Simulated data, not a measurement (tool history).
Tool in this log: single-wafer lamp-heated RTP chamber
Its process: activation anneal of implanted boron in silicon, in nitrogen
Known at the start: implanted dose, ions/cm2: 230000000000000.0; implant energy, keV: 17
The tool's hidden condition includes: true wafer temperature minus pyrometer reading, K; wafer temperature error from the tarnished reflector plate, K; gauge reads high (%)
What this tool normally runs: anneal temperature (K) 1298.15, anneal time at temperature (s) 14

run     day  anneal temperature (K)  anneal time at temperature (s)  wafers since the last listed run  wafers since the last pyrometer calibration  wafers since the reflector plate was cleaned  hours since the gauge calibration  read-back reference wafer on the same gauge, sheet resistance  sheet resistance of the implanted and annealed layer (ohm/square)
  1       0                 1277.15                              17                                 0                                         3742                                          8012                              262.9                                                         392.85                                                             373.99
  2    1.35                 1298.15                              14                               549                                         4292                                          8561                              295.3                                                         393.07                                                             371.33
      2.129  -- reflector plate cleaned
  3   2.567                 1298.15                              14                               359                                         4651                                           178                              324.5                                                         392.92                                                             370.75
  4   3.754                 1298.15                              14                               483                                         5134                                           661                                353                                                          392.9                                                             370.36
  5   4.967                 1298.15                              14                               493                                         5628                                          1154                              382.1                                                         392.92                                                             372.27
      5.721  -- pyrometer window cleaned and pyrometer calibrated
  6   6.392                 1289.15                              14                               444                                          272                                          1599                              416.3                                                         392.96                                                             371.78
  7   7.862                 1298.15                              14                               598                                          870                                          2197                              451.6                                                         392.97                                                             372.19
  8    9.15                 1298.15                              14                               523                                         1394                                          2721                              482.5                                                         393.18                                                             370.71
  9  10.221                 1298.15                              14                               435                                         1830                                          3157                              508.2                                                         393.15                                                             370.81
 10  11.612                 1298.15                              10                               566                                         2396                                          3723                              541.6                                                         393.07                                                             372.01
      12.95  -- gauge calibrated
 11  12.958                 1308.15                              14                               547                                         2944                                          4271                                0.2                                                         393.04                                                             370.11
 12  14.258                 1315.15                              14                               528                                         3473                                          4800                               31.4                                                         392.99                                                             371.13
 13  14.817                 1315.15                              14                               227                                         3700                                          5027                               44.8                                                         393.13                                                             370.32
 14  15.671                 1315.15                              14                               347                                         4048                                          5375                               65.3                                                         393.01                                                             369.84
 15  17.054                 1298.15                              16                               562                                         4611                                          5937                               98.5                                                         393.15                                                             370.42
 16  17.812                 1298.15                              14                               308                                         4919                                          6246                              116.7                                                         392.96                                                             372.21
     19.092  -- pyrometer window cleaned and pyrometer calibrated
 17  19.112                 1298.15                              14                               393                                            9                                          6639                              147.9                                                         392.75                                                             371.94
 18  19.621                 1308.15                              12                               206                                          216                                          6846                              160.1                                                         393.03                                                             371.47
 19  20.388                 1319.15                               7                               311                                          528                                          7158                              178.5                                                         392.91                                                             370.48
     21.792  -- reflector plate cleaned
 20  21.812                 1298.15                               9                               444                                          972                                             8                              212.7                                                         392.95                                                              371.5
 21  22.762                 1326.15                              21                               386                                         1358                                           395                              235.5                                                         392.81                                                             368.61
 22  23.746                 1276.15                               6                               400                                         1759                                           795                              259.1                                                          392.9                                                             377.93
 23  24.567                 1310.15                              14                               334                                         2093                                          1129                              278.8                                                         393.12                                                             370.24
 24  25.954                 1285.15                              14                               564                                         2657                                          1693                              312.1                                                         393.07                                                             372.64
 25  26.471                 1298.15                              14                               210                                         2867                                          1904                              324.5                                                         393.07                                                             370.69
 26  27.292                 1326.15                              10                               334                                         3201                                          2238                              344.2                                                         392.98                                                             369.31
 27  28.625                 1298.15                              14                               542                                         3744                                          2780                              376.2                                                            393                                                             370.67
 28  29.667                 1282.15                              19                               423                                         4168                                          3204                              401.2                                                         393.11                                                             372.38
 29  30.429                 1319.15                               7                               310                                         4478                                          3514                              419.5                                                         392.89                                                             370.69
 30  31.308                 1308.15                               7                               357                                         4836                                          3872                              440.6                                                         393.22                                                             372.24
 31  32.658                 1316.15                              10                               549                                         5385                                          4422                                473                                                          393.1                                                             370.77
 32  34.129                 1276.15                              18                               598                                         5984                                          5020                              508.3                                                         393.12                                                             374.46
     34.946  -- pyrometer window cleaned and pyrometer calibrated
 33  34.967                 1310.15                              14                               205                                            9                                          5225                              528.4                                                         393.04                                                             369.97
 34  35.833                 1274.15                              21                               352                                          361                                          5578                              549.2                                                         393.11                                                             373.99

5 options for the next run, each taken on its own from the tool as it stands now. Forecast them:
  A  35.85                 1298.15                              14                                 6                                          368                                          5585                              549.6                                                              ?                                                                  ?
  B  35.85                 1318.15                               9                                 6                                          368                                          5585                              549.6                                                              ?                                                                  ?
  C  35.85                 1317.15                              14                                 6                                          368                                          5585                              549.6                                                              ?                                                                  ?
  D  35.85                 1275.15                               9                                 6                                          368                                          5585                              549.6                                                              ?                                                                  ?
  E  35.85                 1306.15                              10                                 6                                          368                                          5585                              549.6                                                              ?                                                                  ?

run  read-back reference wafer on the same gauge, sheet resistance  sheet resistance of the implanted and annealed layer (ohm/square)
  A                                                         393.09                                                             371.65
  B                                                         393.09                                                             371.29
  C                                                         393.09                                                             370.63
  D                                                         393.09                                                             377.22
  E                                                         393.09                                                             371.65
Stripped of hidden state, with their random variation kept, the same runs would have yielded:
run  sheet resistance of the implanted and annealed layer (ohm/square)
  A                                                             371.65
  B                                                             371.29
  C                                                             370.63
  D                                                             377.22
  E                                                             371.65
